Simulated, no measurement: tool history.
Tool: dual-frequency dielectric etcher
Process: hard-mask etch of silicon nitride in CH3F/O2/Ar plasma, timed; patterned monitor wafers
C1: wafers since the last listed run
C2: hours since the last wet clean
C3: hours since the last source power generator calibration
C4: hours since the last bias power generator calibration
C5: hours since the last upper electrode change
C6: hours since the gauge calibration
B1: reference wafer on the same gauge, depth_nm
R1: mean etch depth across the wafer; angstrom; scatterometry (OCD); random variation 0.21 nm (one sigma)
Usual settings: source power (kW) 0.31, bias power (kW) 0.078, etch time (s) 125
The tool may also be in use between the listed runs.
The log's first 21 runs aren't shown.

{"hour": 287.1, "done": "bias power generator calibrated"}
{"run": 22, "hour": 290.5, "source power (kW)": 0.31, "bias power (kW)": 0.07, "etch time (s)": 125, "C1": 117, "C2": 30.8, "C3": 188.4, "C4": 3.4, "C5": 147.9, "C6": 45.8, "B1": 93, "R1": 849}
{"run": 23, "hour": 303.3, "source power (kW)": 0.31, "bias power (kW)": 0.098, "etch time (s)": 107, "C1": 131, "C2": 43.6, "C3": 201.2, "C4": 16.2, "C5": 160.7, "C6": 58.6, "B1": 92.9, "R1": 865}
{"run": 24, "hour": 313.2, "source power (kW)": 0.24, "bias power (kW)": 0.092, "etch time (s)": 99.5, "C1": 101, "C2": 53.5, "C3": 211.1, "C4": 26.1, "C5": 170.6, "C6": 68.5, "B1": 92.8, "R1": 685}
{"run": 25, "hour": 321.3, "source power (kW)": 0.33, "bias power (kW)": 0.078, "etch time (s)": 142, "C1": 82, "C2": 61.6, "C3": 219.2, "C4": 34.2, "C5": 178.7, "C6": 76.6, "B1": 92.9, "R1": 1051}
{"run": 26, "hour": 335.7, "source power (kW)": 0.31, "bias power (kW)": 0.078, "etch time (s)": 151, "C1": 147, "C2": 76, "C3": 233.6, "C4": 48.6, "C5": 193.1, "C6": 91, "B1": 92.9, "R1": 1088}
{"run": 27, "hour": 349.2, "source power (kW)": 0.31, "bias power (kW)": 0.078, "etch time (s)": 125, "C1": 138, "C2": 89.5, "C3": 247.1, "C4": 62.1, "C5": 206.6, "C6": 104.5, "B1": 92.9, "R1": 902}
{"run": 28, "hour": 360.0, "source power (kW)": 0.31, "bias power (kW)": 0.065, "etch time (s)": 125, "C1": 110, "C2": 100.3, "C3": 257.9, "C4": 72.9, "C5": 217.4, "C6": 115.3, "B1": 92.9, "R1": 820}
{"run": 29, "hour": 374.4, "source power (kW)": 0.31, "bias power (kW)": 0.078, "etch time (s)": 96.5, "C1": 147, "C2": 114.7, "C3": 272.3, "C4": 87.3, "C5": 231.8, "C6": 129.7, "B1": 92.8, "R1": 694}
{"run": 30, "hour": 405.0, "source power (kW)": 0.31, "bias power (kW)": 0.078, "etch time (s)": 125, "C1": 313, "C2": 145.3, "C3": 302.9, "C4": 117.9, "C5": 262.4, "C6": 160.3, "B1": 92.9, "R1": 898}
{"run": 31, "hour": 418.4, "source power (kW)": 0.31, "bias power (kW)": 0.062, "etch time (s)": 103.5, "C1": 137, "C2": 158.7, "C3": 316.3, "C4": 131.3, "C5": 275.8, "C6": 173.7, "B1": 92.9, "R1": 662}

3 ways to go on from here, each from the tool as it stands after run 31. What would each give?
{"run": "A", "hour": 418.9, "source power (kW)": 0.31, "bias power (kW)": 0.078, "etch time (s)": 150, "C1": 5, "C2": 159.2, "C3": 316.8, "C4": 131.8, "C5": 276.3, "C6": 174.2, "B1": "?", "R1": "?"}
{"run": "B", "hour": 418.9, "source power (kW)": 0.31, "bias power (kW)": 0.078, "etch time (s)": 97.5, "C1": 5, "C2": 159.2, "C3": 316.8, "C4": 131.8, "C5": 276.3, "C6": 174.2, "B1": "?", "R1": "?"}
{"run": "C", "hour": 418.9, "source power (kW)": 0.26, "bias power (kW)": 0.078, "etch time (s)": 151.5, "C1": 5, "C2": 159.2, "C3": 316.8, "C4": 131.8, "C5": 276.3, "C6": 174.2, "B1": "?", "R1": "?"}

run=A B1=92.9 R1=1079
run=B B1=92.9 R1=701
run=C B1=92.9 R1=999
Without the tool's hidden state the same runs would have given:
run=A R1=1079
run=B R1=701
run=C R1=999
